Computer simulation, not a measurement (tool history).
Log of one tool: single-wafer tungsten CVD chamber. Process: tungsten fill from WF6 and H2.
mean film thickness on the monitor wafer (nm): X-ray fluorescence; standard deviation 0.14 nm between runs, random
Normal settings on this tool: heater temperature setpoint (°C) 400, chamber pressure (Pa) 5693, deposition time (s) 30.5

| run | hour | heater temperature setpoint (°C) | chamber pressure (Pa) | deposition time (s) | wafers since the last listed run | hours since the last thermocouple change | hours since the last manometer calibration | hours since the showerhead was replaced | hours since the gauge calibration | read-back reference wafer on the same gauge, thickness_nm | mean film thickness on the monitor wafer (nm) |
|---|---|---|---|---|---|---|---|---|---|---|---|
| 1 | 0.0 | 400 | 5693 | 30.5 | 0 | 2067.8 | 2644.8 | 6931.0 | 29.8 | 91.096 | 92.162 |
| 2 | 12.2 | 400 | 5693 | 30.5 | 193 | 2080.0 | 2657.0 | 6943.2 | 42.0 | 91.081 | 92.142 |
| 3 | 19.3 | 400 | 5693 | 30.5 | 112 | 2087.1 | 2664.1 | 6950.3 | 49.1 | 91.076 | 92.130 |
| 4 | 27.3 | 400 | 5693 | 30.5 | 126 | 2095.1 | 2672.1 | 6958.3 | 57.1 | 91.093 | 92.000 |
| 5 | 33.4 | 400 | 5693 | 30.5 | 96 | 2101.2 | 2678.2 | 6964.4 | 63.2 | 91.042 | 92.127 |
| 6 | 41.5 | 400 | 4920 | 30.5 | 128 | 2109.3 | 2686.3 | 6972.5 | 71.3 | 91.084 | 85.481 |
| 7 | 57.9 | 400 | 5693 | 30.5 | 260 | 2125.7 | 2702.7 | 6988.9 | 87.7 | 91.125 | 92.040 |
| 8 | 69.7 | 400 | 5693 | 30.5 | 187 | 2137.5 | 2714.5 | 7000.7 | 99.5 | 91.083 | 91.940 |
| 9 | 79.9 | 400 | 5693 | 30.5 | 161 | 2147.7 | 2724.7 | 7010.9 | 109.7 | 91.116 | 91.983 |
| 10 | 89.0 | 400 | 5693 | 30.5 | 144 | 2156.8 | 2733.8 | 7020.0 | 118.8 | 91.094 | 91.973 |
| 11 | 97.9 | 400 | 5693 | 30.5 | 141 | 2165.7 | 2742.7 | 7028.9 | 127.7 | 91.130 | 92.040 |
| 12 | 115.1 | 400 | 5693 | 30.5 | 273 | 2182.9 | 2759.9 | 7046.1 | 144.9 | 91.094 | 92.125 |
| 13 | 128.5 | 400 | 5693 | 30.5 | 212 | 2196.3 | 2773.3 | 7059.5 | 158.3 | 91.120 | 91.898 |
| 14 | 141.0 | 400 | 5693 | 29.1 | 198 | 2208.8 | 2785.8 | 7072.0 | 170.8 | 91.110 | 87.705 |
| 15 | 158.1 | 400 | 5693 | 30.5 | 271 | 2225.9 | 2802.9 | 7089.1 | 187.9 | 91.103 | 91.910 |
| 16 | 168.6 | 411 | 5693 | 36.2 | 166 | 2236.4 | 2813.4 | 7099.6 | 198.4 | 91.100 | 136.017 |
| 17 | 178.0 | 400 | 5693 | 30.5 | 149 | 2245.8 | 2822.8 | 7109.0 | 207.8 | 91.089 | 91.862 |
| 18 | 184.4 | 394 | 5693 | 32.4 | 101 | 2252.2 | 2829.2 | 7115.4 | 214.2 | 91.113 | 85.676 |
| 19 | 200.8 | 390 | 6319 | 30.5 | 260 | 2268.6 | 2845.6 | 7131.8 | 230.6 | 91.073 | 77.771 |
|  | 219.3 | thermocouple changed; heater temperature recalibrated |
|  | 222.0 | showerhead replaced |
| 20 | 222.5 | 411 | 5026 | 30.5 | 174 | 3.2 | 2867.3 | 0.5 | 252.3 | 91.117 | 109.506 |
| 21 | 230.6 | 411 | 4520 | 27.3 | 128 | 11.3 | 2875.4 | 8.6 | 260.4 | 91.108 | 92.461 |
| 22 | 245.1 | 400 | 5693 | 30.5 | 230 | 25.8 | 2889.9 | 23.1 | 274.9 | 91.082 | 93.992 |
|  | 258.1 | gauge calibrated |
|  | 262.6 | capacitance manometer re-zeroed and calibrated |
| 23 | 263.1 | 400 | 5693 | 30.5 | 158 | 43.8 | 0.5 | 41.1 | 5.0 | 91.058 | 89.740 |
| 24 | 275.7 | 400 | 5693 | 30.5 | 200 | 56.4 | 13.1 | 53.7 | 17.6 | 91.123 | 90.098 |
| 25 | 293.2 | 391 | 4866 | 33.6 | 277 | 73.9 | 30.6 | 71.2 | 35.1 | 91.095 | 75.285 |
| 26 | 300.8 | 400 | 4866 | 30.5 | 120 | 81.5 | 38.2 | 78.8 | 42.7 | 91.053 | 83.041 |
| 27 | 315.5 | 394 | 5693 | 30.5 | 233 | 96.2 | 52.9 | 93.5 | 57.4 | 91.076 | 79.146 |
| 28 | 331.4 | 400 | 5693 | 25.3 | 252 | 112.1 | 68.8 | 109.4 | 73.3 | 91.065 | 74.585 |
| 29 | 339.9 | 395 | 5226 | 25.8 | 134 | 120.6 | 77.3 | 117.9 | 81.8 | 91.093 | 65.488 |
| 30 | 348.9 | 400 | 5026 | 30.5 | 142 | 129.6 | 86.3 | 126.9 | 90.8 | 91.100 | 84.547 |
| 31 | 360.6 | 400 | 4960 | 30.5 | 185 | 141.3 | 98.0 | 138.6 | 102.5 | 91.060 | 84.017 |

Hidden state, per run?
gauge reads high (%): 0 in every run
H1: wafer temperature above the value expected at the setpoint (K)
H2: true pressure above the setpoint (%)
| run | H1 | H2 |
|---|---|---|
| 1 | -1.27 | 8.48 |
| 2 | -1.29 | 8.48 |
| 3 | -1.3 | 8.49 |
| 4 | -1.31 | 8.49 |
| 5 | -1.32 | 8.5 |
| 6 | -1.33 | 8.5 |
| 7 | -1.35 | 8.51 |
| 8 | -1.37 | 8.51 |
| 9 | -1.38 | 8.52 |
| 10 | -1.39 | 8.52 |
| 11 | -1.41 | 8.53 |
| 12 | -1.43 | 8.54 |
| 13 | -1.45 | 8.54 |
| 14 | -1.47 | 8.55 |
| 15 | -1.49 | 8.56 |
| 16 | -1.51 | 8.56 |
| 17 | -1.52 | 8.57 |
| 18 | -1.53 | 8.57 |
| 19 | -1.55 | 8.58 |
| 20 | -0.423 | 8.59 |
| 21 | -0.423 | 8.59 |
| 22 | -0.423 | 8.6 |
| 23 | -0.423 | -0.345 |
| 24 | -0.424 | -0.234 |
| 25 | -0.424 | -0.0823 |
| 26 | -0.425 | -0.0174 |
| 27 | -0.426 | 0.107 |
| 28 | -0.427 | 0.239 |
| 29 | -0.427 | 0.309 |
| 30 | -0.428 | 0.382 |
| 31 | -0.429 | 0.476 |
